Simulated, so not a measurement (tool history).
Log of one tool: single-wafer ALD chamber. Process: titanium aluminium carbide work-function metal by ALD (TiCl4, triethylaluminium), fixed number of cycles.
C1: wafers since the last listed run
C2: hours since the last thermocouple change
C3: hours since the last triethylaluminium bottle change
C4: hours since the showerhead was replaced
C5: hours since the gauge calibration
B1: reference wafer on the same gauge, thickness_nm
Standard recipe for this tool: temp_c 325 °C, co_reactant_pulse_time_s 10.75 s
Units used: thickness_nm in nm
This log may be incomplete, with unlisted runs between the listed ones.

run 1 hour=0 | temp_c=316 co_reactant_pulse_time_s=10.75 | C1=0 C2=2026 C3=233.2 C4=3106 C5=1095.3 | B1=1.62 | thickness_nm=1.86
run 2 hour=73 | temp_c=325 co_reactant_pulse_time_s=10.75 | C1=917 C2=2099 C3=306.2 C4=3179 C5=1168.3 | B1=1.621 | thickness_nm=1.936
run 3 hour=136.2 | temp_c=325 co_reactant_pulse_time_s=10.75 | C1=794 C2=2162.2 C3=369.4 C4=3242.2 C5=1231.5 | B1=1.62 | thickness_nm=1.929
run 4 hour=231.1 | temp_c=325 co_reactant_pulse_time_s=10.75 | C1=1192 C2=2257.1 C3=464.3 C4=3337.1 C5=1326.4 | B1=1.62 | thickness_nm=1.922
run 5 hour=323.3 | temp_c=325 co_reactant_pulse_time_s=10.75 | C1=1158 C2=2349.3 C3=556.5 C4=3429.3 C5=1418.6 | B1=1.62 | thickness_nm=1.927
-- hour=376.5 showerhead replaced
run 6 hour=399.9 | temp_c=325 co_reactant_pulse_time_s=10.75 | C1=862 C2=2425.9 C3=633.1 C4=23.4 C5=1495.2 | B1=1.62 | thickness_nm=1.922
run 7 hour=440.4 | temp_c=325 co_reactant_pulse_time_s=10.75 | C1=509 C2=2466.4 C3=673.6 C4=63.9 C5=1535.7 | B1=1.62 | thickness_nm=1.926
-- hour=458.6 triethylaluminium bottle replaced
run 8 hour=536.2 | temp_c=325 co_reactant_pulse_time_s=10.75 | C1=1103 C2=2562.2 C3=77.6 C4=159.7 C5=1631.5 | B1=1.62 | thickness_nm=1.948
run 9 hour=584.6 | temp_c=325 co_reactant_pulse_time_s=10.75 | C1=608 C2=2610.6 C3=126 C4=208.1 C5=1679.9 | B1=1.62 | thickness_nm=1.944
-- hour=647.9 thermocouple changed; heater temperature recalibrated
run 10 hour=667 | temp_c=325 co_reactant_pulse_time_s=10.75 | C1=935 C2=19.1 C3=208.4 C4=290.5 C5=1762.3 | B1=1.62 | thickness_nm=1.936
run 11 hour=711.9 | temp_c=325 co_reactant_pulse_time_s=12.91 | C1=564 C2=64 C3=253.3 C4=335.4 C5=1807.2 | B1=1.621 | thickness_nm=1.964
run 12 hour=767.5 | temp_c=325 co_reactant_pulse_time_s=12.91 | C1=698 C2=119.6 C3=308.9 C4=391 C5=1862.8 | B1=1.621 | thickness_nm=1.962
run 13 hour=814.1 | temp_c=325 co_reactant_pulse_time_s=12.91 | C1=585 C2=166.2 C3=355.5 C4=437.6 C5=1909.4 | B1=1.62 | thickness_nm=1.97
run 14 hour=880.3 | temp_c=329 co_reactant_pulse_time_s=9.25 | C1=832 C2=232.4 C3=421.7 C4=503.8 C5=1975.6 | B1=1.62 | thickness_nm=1.929
-- hour=930.6 gauge calibrated
run 15 hour=968.2 | temp_c=325 co_reactant_pulse_time_s=10.75 | C1=1104 C2=320.3 C3=509.6 C4=591.7 C5=37.6 | B1=1.62 | thickness_nm=1.926
run 16 hour=1050.4 | temp_c=325 co_reactant_pulse_time_s=12.52 | C1=1033 C2=402.5 C3=591.8 C4=673.9 C5=119.8 | B1=1.62 | thickness_nm=1.959
run 17 hour=1097.6 | temp_c=311 co_reactant_pulse_time_s=8.23 | C1=593 C2=449.7 C3=639 C4=721.1 C5=167 | B1=1.62 | thickness_nm=1.739
run 18 hour=1135.6 | temp_c=325 co_reactant_pulse_time_s=10.75 | C1=477 C2=487.7 C3=677 C4=759.1 C5=205 | B1=1.62 | thickness_nm=1.924
-- hour=1186.7 triethylaluminium bottle replaced
run 19 hour=1189.5 | temp_c=312 co_reactant_pulse_time_s=10.75 | C1=576 C2=541.6 C3=2.8 C4=813 C5=258.9 | B1=1.619 | thickness_nm=1.832
run 20 hour=1231.2 | temp_c=339 co_reactant_pulse_time_s=6.84 | C1=524 C2=583.3 C3=44.5 C4=854.7 C5=300.6 | B1=1.62 | thickness_nm=1.945
run 21 hour=1271.2 | temp_c=313 co_reactant_pulse_time_s=11.95 | C1=502 C2=623.3 C3=84.5 C4=894.7 C5=340.6 | B1=1.62 | thickness_nm=1.863
run 22 hour=1351.7 | temp_c=325 co_reactant_pulse_time_s=10.75 | C1=1011 C2=703.8 C3=165 C4=975.2 C5=421.1 | B1=1.621 | thickness_nm=1.936
run 23 hour=1417 | temp_c=330 co_reactant_pulse_time_s=10.75 | C1=820 C2=769.1 C3=230.3 C4=1040.5 C5=486.4 | B1=1.62 | thickness_nm=1.973
run 24 hour=1471.7 | temp_c=313 co_reactant_pulse_time_s=10.75 | C1=687 C2=823.8 C3=285 C4=1095.2 C5=541.1 | B1=1.62 | thickness_nm=1.839
run 25 hour=1518.8 | temp_c=318 co_reactant_pulse_time_s=14.3 | C1=591 C2=870.9 C3=332.1 C4=1142.3 C5=588.2 | B1=1.62 | thickness_nm=1.916
run 26 hour=1626.3 | temp_c=325 co_reactant_pulse_time_s=6.49 | C1=1351 C2=978.4 C3=439.6 C4=1249.8 C5=695.7 | B1=1.621 | thickness_nm=1.768
run 27 hour=1678.2 | temp_c=338 co_reactant_pulse_time_s=13.55 | C1=652 C2=1030.3 C3=491.5 C4=1301.7 C5=747.6 | B1=1.62 | thickness_nm=2.097
run 28 hour=1766.6 | temp_c=336 co_reactant_pulse_time_s=8.82 | C1=1111 C2=1118.7 C3=579.9 C4=1390.1 C5=836 | B1=1.62 | thickness_nm=1.971
run 29 hour=1847.6 | temp_c=325 co_reactant_pulse_time_s=14.31 | C1=1018 C2=1199.7 C3=660.9 C4=1471.1 C5=917 | B1=1.62 | thickness_nm=1.979
-- hour=1924.9 triethylaluminium bottle replaced
run 30 hour=1925.4 | temp_c=325 co_reactant_pulse_time_s=10.75 | C1=877 C2=1277.5 C3=0.5 C4=1548.9 C5=994.8 | B1=1.62 | thickness_nm=1.956

What will run 31 give?
run 31 hour=1996.1 | temp_c=312 co_reactant_pulse_time_s=14.83 | C1=888 C2=1348.2 C3=71.2 C4=1619.6 C5=1065.5 | B1=? | thickness_nm=?

{"run 31": {"B1": 1.62, "thickness_nm": 1.872}}
Take away the tool's hidden state, keep the run-to-run variation as it was, and the same run would have given thickness_nm 1.874 nm.
